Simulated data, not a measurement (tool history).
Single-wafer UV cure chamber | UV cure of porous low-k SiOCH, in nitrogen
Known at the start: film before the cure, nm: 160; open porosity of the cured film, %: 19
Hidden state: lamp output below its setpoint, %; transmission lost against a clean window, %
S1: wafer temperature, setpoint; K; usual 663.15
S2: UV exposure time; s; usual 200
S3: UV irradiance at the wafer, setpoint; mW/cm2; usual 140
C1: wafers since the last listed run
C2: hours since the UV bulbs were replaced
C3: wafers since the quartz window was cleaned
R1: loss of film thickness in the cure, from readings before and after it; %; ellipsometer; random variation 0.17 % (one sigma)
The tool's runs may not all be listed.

{"run": 1, "day": 0.0, "S1": 663.15, "S2": 200, "S3": 140, "C1": 0, "C2": 823.8, "C3": 4343, "R1": 12.855}
{"day": 0.229, "done": "quartz window cleaned"}
{"run": 2, "day": 2.95, "S1": 653.15, "S2": 200, "S3": 168, "C1": 580, "C2": 894.6, "C3": 580, "R1": 13.744}
{"run": 3, "day": 5.971, "S1": 663.15, "S2": 200, "S3": 140, "C1": 644, "C2": 967.1, "C3": 1225, "R1": 13.158}
{"run": 4, "day": 7.279, "S1": 663.15, "S2": 200, "S3": 140, "C1": 279, "C2": 998.5, "C3": 1504, "R1": 13.088}
{"run": 5, "day": 9.65, "S1": 663.15, "S2": 200, "S3": 140, "C1": 506, "C2": 1055.4, "C3": 2011, "R1": 13.194}
{"run": 6, "day": 11.862, "S1": 663.15, "S2": 200, "S3": 140, "C1": 472, "C2": 1108.5, "C3": 2483, "R1": 12.714}
{"day": 14.3, "done": "UV bulbs replaced"}
{"run": 7, "day": 14.425, "S1": 663.15, "S2": 200, "S3": 140, "C1": 475, "C2": 3.0, "C3": 2959, "R1": 13.066}
{"run": 8, "day": 15.942, "S1": 663.15, "S2": 200, "S3": 140, "C1": 323, "C2": 39.4, "C3": 3283, "R1": 12.879}
{"day": 16.321, "done": "quartz window cleaned"}
{"run": 9, "day": 18.738, "S1": 663.15, "S2": 200, "S3": 140, "C1": 525, "C2": 106.5, "C3": 515, "R1": 12.895}
{"run": 10, "day": 21.696, "S1": 663.15, "S2": 200, "S3": 140, "C1": 631, "C2": 177.5, "C3": 1147, "R1": 13.272}
{"run": 11, "day": 24.554, "S1": 663.15, "S2": 200, "S3": 140, "C1": 610, "C2": 246.1, "C3": 1757, "R1": 12.943}
{"run": 12, "day": 26.5, "S1": 663.15, "S2": 200, "S3": 140, "C1": 415, "C2": 292.8, "C3": 2173, "R1": 12.914}
{"run": 13, "day": 28.688, "S1": 663.15, "S2": 200, "S3": 140, "C1": 467, "C2": 345.3, "C3": 2640, "R1": 12.891}
{"run": 14, "day": 30.929, "S1": 663.15, "S2": 200, "S3": 140, "C1": 478, "C2": 399.1, "C3": 3118, "R1": 12.857}
{"day": 32.196, "done": "quartz window cleaned"}
{"run": 15, "day": 32.421, "S1": 663.15, "S2": 200, "S3": 140, "C1": 247, "C2": 434.9, "C3": 48, "R1": 12.982}
{"run": 16, "day": 33.979, "S1": 663.15, "S2": 200, "S3": 140, "C1": 332, "C2": 472.3, "C3": 380, "R1": 12.602}
{"run": 17, "day": 36.046, "S1": 663.15, "S2": 200, "S3": 140, "C1": 441, "C2": 521.9, "C3": 822, "R1": 12.484}
{"run": 18, "day": 38.083, "S1": 663.15, "S2": 200, "S3": 140, "C1": 435, "C2": 570.8, "C3": 1257, "R1": 12.878}
{"run": 19, "day": 40.008, "S1": 663.15, "S2": 200, "S3": 140, "C1": 411, "C2": 617.0, "C3": 1668, "R1": 12.693}
{"run": 20, "day": 41.075, "S1": 663.15, "S2": 200, "S3": 140, "C1": 227, "C2": 642.6, "C3": 1895, "R1": 12.795}
{"run": 21, "day": 43.612, "S1": 674.15, "S2": 200, "S3": 168, "C1": 541, "C2": 703.5, "C3": 2437, "R1": 14.103}
{"run": 22, "day": 45.283, "S1": 663.15, "S2": 200, "S3": 140, "C1": 356, "C2": 743.6, "C3": 2794, "R1": 12.74}
{"run": 23, "day": 49.554, "S1": 646.15, "S2": 200, "S3": 113, "C1": 911, "C2": 846.1, "C3": 3706, "R1": 11.638}
{"day": 51.458, "done": "quartz window cleaned"}
{"run": 24, "day": 51.958, "S1": 663.15, "S2": 160, "S3": 140, "C1": 442, "C2": 903.8, "C3": 106, "R1": 11.9}
{"run": 25, "day": 54.7, "S1": 663.15, "S2": 90, "S3": 108, "C1": 585, "C2": 969.6, "C3": 692, "R1": 8.208}
{"run": 26, "day": 56.458, "S1": 663.15, "S2": 200, "S3": 154, "C1": 375, "C2": 1011.8, "C3": 1067, "R1": 13.433}
{"run": 27, "day": 57.496, "S1": 678.15, "S2": 125, "S3": 113, "C1": 221, "C2": 1036.7, "C3": 1289, "R1": 10.1}
{"run": 28, "day": 58.725, "S1": 663.15, "S2": 250, "S3": 174, "C1": 262, "C2": 1066.2, "C3": 1551, "R1": 15.264}
{"run": 29, "day": 61.017, "S1": 683.15, "S2": 280, "S3": 154, "C1": 489, "C2": 1121.2, "C3": 2040, "R1": 15.34}
{"run": 30, "day": 62.679, "S1": 663.15, "S2": 200, "S3": 140, "C1": 354, "C2": 1161.1, "C3": 2395, "R1": 12.838}
{"run": 31, "day": 66.658, "S1": 644.15, "S2": 200, "S3": 164, "C1": 849, "C2": 1256.6, "C3": 3245, "R1": 13.34}
{"run": 32, "day": 68.062, "S1": 683.15, "S2": 280, "S3": 154, "C1": 299, "C2": 1290.3, "C3": 3545, "R1": 14.973}
{"day": 69.867, "done": "UV bulbs replaced"}
{"day": 70.204, "done": "quartz window cleaned"}
{"run": 33, "day": 70.383, "S1": 663.15, "S2": 155, "S3": 104, "C1": 353, "C2": 12.4, "C3": 37, "R1": 10.31}
{"run": 34, "day": 72.138, "S1": 645.15, "S2": 155, "S3": 106, "C1": 374, "C2": 54.5, "C3": 412, "R1": 10.064}
{"run": 35, "day": 74.938, "S1": 663.15, "S2": 235, "S3": 140, "C1": 597, "C2": 121.7, "C3": 1010, "R1": 13.259}
{"run": 36, "day": 76.979, "S1": 681.15, "S2": 320, "S3": 180, "C1": 435, "C2": 170.7, "C3": 1446, "R1": 16.632}
{"run": 37, "day": 78.458, "S1": 669.15, "S2": 270, "S3": 177, "C1": 315, "C2": 206.2, "C3": 1762, "R1": 15.357}
{"run": 38, "day": 80.692, "S1": 650.15, "S2": 165, "S3": 104, "C1": 476, "C2": 259.8, "C3": 2238, "R1": 10.485}
{"run": 39, "day": 83.196, "S1": 663.15, "S2": 110, "S3": 140, "C1": 534, "C2": 319.9, "C3": 2773, "R1": 10.167}
{"run": 40, "day": 84.758, "S1": 663.15, "S2": 200, "S3": 152, "C1": 333, "C2": 357.4, "C3": 3107, "R1": 13.056}
{"run": 41, "day": 87.025, "S1": 657.15, "S2": 90, "S3": 160, "C1": 483, "C2": 411.8, "C3": 3591, "R1": 9.861}
{"day": 89.004, "done": "quartz window cleaned"}
{"run": 42, "day": 89.025, "S1": 673.15, "S2": 295, "S3": 152, "C1": 355, "C2": 459.8, "C3": 4, "R1": 14.98}
{"run": 43, "day": 90.538, "S1": 663.15, "S2": 200, "S3": 140, "C1": 322, "C2": 496.1, "C3": 327, "R1": 13.166}

What the log doesn't show, run by run:
lamp output below its setpoint, %: 0 in every run
transmission lost against a clean window, %: 0 in every run

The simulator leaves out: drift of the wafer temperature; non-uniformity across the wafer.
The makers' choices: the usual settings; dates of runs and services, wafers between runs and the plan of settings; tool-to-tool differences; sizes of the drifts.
